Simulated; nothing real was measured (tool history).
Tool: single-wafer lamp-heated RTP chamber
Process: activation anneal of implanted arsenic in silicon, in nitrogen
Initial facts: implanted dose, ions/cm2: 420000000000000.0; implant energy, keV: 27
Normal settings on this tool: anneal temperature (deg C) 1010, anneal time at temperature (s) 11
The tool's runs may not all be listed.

run,hour,anneal temperature (deg C),anneal time at temperature (s),wafers since the last listed run,wafers since the last pyrometer calibration,wafers since the reflector plate was cleaned,hours since the gauge calibration,"read-back reference wafer on the same gauge, sheet resistance",sheet resistance of the implanted and annealed layer (ohm/square)
1,0,1033,14,0,3617,2418,869.5,193.02,227.03
2,135.9,1033,14,1711,5329,4129,1005.4,192.98,226.37
# hour 163.3: pyrometer window cleaned and pyrometer calibrated
3,164.1,1004,11,254,10,4384,1033.6,192.95,231.71
4,213.6,1004,11,623,633,5007,1083.1,193.03,231.65
5,263,1010,15,622,1256,5629,1132.5,192.99,229.93
6,448.9,1010,15,2341,3597,7971,1318.4,192.98,229.75
7,481.1,1029,14,405,4003,8376,1350.6,193.09,227.48
8,508.8,1029,14,348,4352,8725,1378.3,192.96,227.15
9,562,1029,14,670,5022,9395,1431.5,193,227.25
# hour 599.5: pyrometer window cleaned and pyrometer calibrated
10,614,1010,8,554,182,9950,1483.5,193.02,232.45
11,671.6,1010,8,725,907,10675,1541.1,192.87,232.28
12,728.4,1010,8,715,1623,11391,1597.9,192.96,231.98
# hour 749.1: reflector plate cleaned
13,755.4,1010,11,239,1862,79,1624.9,192.9,230.74
14,810.8,1010,11,697,2560,776,1680.3,193.13,230.7
15,852.2,1030,11,521,3081,1298,1721.7,192.99,229.39
16,933.3,1030,11,1021,4103,2319,1802.8,192.91,228.67
17,986,986,9,663,4766,2983,1855.5,192.97,233.38
# hour 1010.9: pyrometer window cleaned and pyrometer calibrated
18,1031.6,1010,13,473,261,3457,1901.1,193,230.32
19,1064.2,1023,6,410,671,3867,1933.7,193.01,232.3
20,1119.2,980,17,692,1364,4560,1988.7,193.02,231.4
21,1178.1,996,7,741,2106,5302,2047.6,193.03,234.16
22,1312.4,1031,14,1691,3797,6993,2181.9,193,226.75
23,1351.7,982,6,494,4292,7488,2221.2,192.99,234.07
24,1404.8,1028,11,668,4961,8157,2274.3,193.05,228.27
25,1461,1028,17,707,5669,8865,2330.5,192.96,226.59
26,1490.4,1010,6,370,6039,9235,2359.9,193.06,232.25
# hour 1500.8: pyrometer window cleaned and pyrometer calibrated
27,1543,1010,11,561,531,9797,2412.5,192.95,231.13
# hour 1547: gauge calibrated
28,1591.5,1010,11,610,1142,10408,44.5,193.02,230.74
29,1641.7,981,16,632,1774,11040,94.7,193.09,231.08
30,1698.8,1028,8,719,2493,11759,151.8,193.01,230.79
31,1767.5,1010,11,865,3358,12625,220.5,193,230.32
32,1810.5,985,15,541,3900,13166,263.5,192.99,231.45
33,1861.8,1010,11,646,4546,13813,314.8,193.04,230.27
# hour 1883.8: reflector plate cleaned
34,1894.7,1040,9,313,4860,137,347.7,193.05,227.76
# hour 1902.9: pyrometer window cleaned and pyrometer calibrated
35,1957,1037,8,683,681,821,410,193.02,230.02

What does the tool deliver on the next run?
36,1998.2,1010,11,518,1200,1340,451.2,?,?

Run 36 measured read-back reference wafer on the same gauge, sheet resistance 193.09, sheet resistance of the implanted and annealed layer (ohm/square) 230.43.
Minus the tool's unlogged condition, the same run would have read sheet resistance of the implanted and annealed layer (ohm/square) 230.52.

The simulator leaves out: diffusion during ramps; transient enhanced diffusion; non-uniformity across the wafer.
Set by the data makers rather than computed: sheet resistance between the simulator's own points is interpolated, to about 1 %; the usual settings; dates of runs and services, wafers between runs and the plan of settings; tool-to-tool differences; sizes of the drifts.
